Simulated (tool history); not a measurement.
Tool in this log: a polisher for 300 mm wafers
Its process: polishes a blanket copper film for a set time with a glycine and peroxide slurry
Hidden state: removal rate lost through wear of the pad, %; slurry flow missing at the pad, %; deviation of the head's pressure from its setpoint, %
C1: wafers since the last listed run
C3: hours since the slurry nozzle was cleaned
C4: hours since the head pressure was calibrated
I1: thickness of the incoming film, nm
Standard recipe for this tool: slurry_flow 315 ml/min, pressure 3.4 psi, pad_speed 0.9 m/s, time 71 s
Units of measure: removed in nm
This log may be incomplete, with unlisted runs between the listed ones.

Run 1, day 0: usual settings but pad_speed 0.72 m/s, time 79 s; C1 0; wafers polished on this pad 320; C3 833.9; C4 1167.1; I1 2034. Result: removed 394.5 nm.
At day 0.383: slurry nozzle cleaned.
Run 2, day 2.342: usual settings but pad_speed 0.72 m/s, time 79 s; C1 525; wafers polished on this pad 845; C3 47; C4 1223.3; I1 2032.4. Result: removed 411.3 nm.
At day 4.254: head pressure recalibrated.
Run 3, day 5.333: usual settings but time 57 s; C1 664; wafers polished on this pad 1510; C3 118.8; C4 25.9; I1 2040.2. Result: removed 348.4 nm.
Run 4, day 7.908: usual settings; C1 588; wafers polished on this pad 2099; C3 180.6; C4 87.7; I1 2038.1. Result: removed 432.3 nm.
Run 5, day 10.288: usual settings but pressure 3.9 psi; C1 543; wafers polished on this pad 2643; C3 237.7; C4 144.8; I1 2016.1. Result: removed 475.7 nm.
At day 11.108: worn pad replaced by a new one.
Run 6, day 11.783: usual settings but slurry_flow 285 ml/min; C1 303; wafers polished on this pad 154; C3 273.6; C4 180.7; I1 2018. Result: removed 434.8 nm.
Run 7, day 14.029: usual settings but slurry_flow 285 ml/min; C1 513; wafers polished on this pad 667; C3 327.5; C4 234.6; I1 2028.8. Result: removed 434.8 nm.
Run 8, day 15.988: usual settings but slurry_flow 285 ml/min; C1 447; wafers polished on this pad 1115; C3 374.5; C4 281.6; I1 2024.2. Result: removed 429.2 nm.
Run 9, day 16.996: usual settings; C1 230; wafers polished on this pad 1345; C3 398.7; C4 305.8; I1 2024.7. Result: removed 433.9 nm.
Run 10, day 19.817: usual settings; C1 644; wafers polished on this pad 1990; C3 466.4; C4 373.5; I1 2038.8. Result: removed 434.2 nm.
Run 11, day 21.088: usual settings; C1 290; wafers polished on this pad 2281; C3 496.9; C4 404; I1 2013.8. Result: removed 433.5 nm.
At day 23.696: worn pad replaced by a new one.
Run 12, day 23.996: usual settings but pad_speed 0.98 m/s; C1 626; wafers polished on this pad 68; C3 566.7; C4 473.8; I1 2028.4. Result: removed 456.3 nm.
Run 13, day 25.25: usual settings but pad_speed 0.98 m/s; C1 286; wafers polished on this pad 354; C3 596.8; C4 503.9; I1 2040.3. Result: removed 451.9 nm.
Run 14, day 26.579: usual settings; C1 303; wafers polished on this pad 658; C3 628.7; C4 535.8; I1 2032.5. Result: removed 431.8 nm.
Run 15, day 28.258: usual settings but slurry_flow 270 ml/min; C1 383; wafers polished on this pad 1042; C3 669; C4 576.1; I1 2033.5. Result: removed 419.4 nm.
Run 16, day 30.233: usual settings but slurry_flow 270 ml/min; C1 451; wafers polished on this pad 1494; C3 716.4; C4 623.5; I1 2032.8. Result: removed 408.2 nm.
Run 17, day 33.042: usual settings but slurry_flow 270 ml/min; C1 641; wafers polished on this pad 2136; C3 783.8; C4 690.9; I1 2058.1. Result: removed 412 nm.
Run 18, day 34.917: usual settings but slurry_flow 395 ml/min; C1 428; wafers polished on this pad 2564; C3 828.8; C4 735.9; I1 2042.8. Result: removed 433.6 nm.
Run 19, day 37.121: usual settings but slurry_flow 375 ml/min; C1 503; wafers polished on this pad 3068; C3 881.7; C4 788.8; I1 2041.7. Result: removed 423 nm.
At day 39.688: worn pad replaced by a new one.
At day 39.796: slurry nozzle cleaned.
Run 20, day 40.079: usual settings but slurry_flow 270 ml/min; C1 628; wafers polished on this pad 79; C3 6.8; C4 859.8; I1 1997.5. Result: removed 429.5 nm.
Run 21, day 42.417: usual settings; C1 534; wafers polished on this pad 614; C3 62.9; C4 915.9; I1 2028. Result: removed 434.3 nm.
Run 22, day 45.104: usual settings but slurry_flow 415 ml/min, pressure 2.9 psi, pad_speed 0.68 m/s, time 60 s; C1 614; wafers polished on this pad 1228; C3 127.4; C4 980.4; I1 2052. Result: removed 277.9 nm.
Run 23, day 47.025: usual settings; C1 439; wafers polished on this pad 1667; C3 173.5; C4 1026.5; I1 2056.6. Result: removed 433.1 nm.
At day 49.971: head pressure recalibrated.
Run 24, day 53.946: usual settings but slurry_flow 400 ml/min, time 95 s; C1 1562; wafers polished on this pad 3230; C3 339.6; C4 95.4; I1 2020.4. Result: removed 595.9 nm.
At day 54.321: worn pad replaced by a new one.
Run 25, day 55.321: usual settings but time 50 s; C1 276; wafers polished on this pad 228; C3 372.6; C4 128.4; I1 2039.2. Result: removed 311.1 nm.
Run 26, day 56.675: usual settings but slurry_flow 285 ml/min; C1 309; wafers polished on this pad 538; C3 405.1; C4 160.9; I1 2065.9. Result: removed 429.7 nm.
Run 27, day 58.862: usual settings but time 95 s; C1 500; wafers polished on this pad 1038; C3 457.6; C4 213.4; I1 2020.9. Result: removed 576.1 nm.
Run 28, day 60.383: usual settings but slurry_flow 245 ml/min, pressure 2.8 psi, pad_speed 1.02 m/s, time 88 s; C1 347; wafers polished on this pad 1386; C3 494.1; C4 249.9; I1 2022.3. Result: removed 501.6 nm.
Run 29, day 62.883: usual settings but slurry_flow 395 ml/min, pressure 2.5 psi, time 62 s; C1 571; wafers polished on this pad 1957; C3 554.1; C4 309.9; I1 2023.9. Result: removed 322.2 nm.
Run 30, day 63.988: usual settings but slurry_flow 385 ml/min, pressure 3.8 psi, pad_speed 1 m/s; C1 252; wafers polished on this pad 2209; C3 580.6; C4 336.4; I1 2033.9. Result: removed 515.4 nm.
Run 31, day 65.462: usual settings; C1 337; wafers polished on this pad 2547; C3 616; C4 371.8; I1 2066.3. Result: removed 423.9 nm.
At day 67.467: worn pad replaced by a new one.
Run 32, day 68.233: usual settings but slurry_flow 285 ml/min; C1 595; wafers polished on this pad 175; C3 682.5; C4 438.3; I1 2012.6. Result: removed 417.6 nm.
Run 33, day 70.842: usual settings but slurry_flow 270 ml/min, pad_speed 1.16 m/s, time 85 s; C1 596; wafers polished on this pad 771; C3 745.1; C4 500.9; I1 2068.9. Result: removed 597.7 nm.
Run 34, day 72.575: usual settings; C1 396; wafers polished on this pad 1167; C3 786.7; C4 542.5; I1 2037.7. Result: removed 425.2 nm.

Give the tool's hidden conditions for every run:
removal rate lost through wear of the pad, %: 0 at every run
deviation of the head's pressure from its setpoint, %: 0 at every run
H1: slurry flow missing at the pad, %
run    H1
  1  28.6
  2   1.5
  3  1.98
  4  2.72
  5  3.69
  6  4.43
  7  5.74
  8  7.07
  9  7.82
 10  10.2
 11  11.4
 12  14.4
 13  15.8
 14  17.4
 15  19.5
 16  22.1
 17  26.2
 18  29.1
 19  32.8
 20  1.15
 21  1.31
 22   1.8
 23  2.36
 24   5.8
 25  6.75
 26  7.77
 27   9.6
 28    11
 29  13.5
 30  14.8
 31  16.5
 32  19.9
 33  23.6
 34  26.1

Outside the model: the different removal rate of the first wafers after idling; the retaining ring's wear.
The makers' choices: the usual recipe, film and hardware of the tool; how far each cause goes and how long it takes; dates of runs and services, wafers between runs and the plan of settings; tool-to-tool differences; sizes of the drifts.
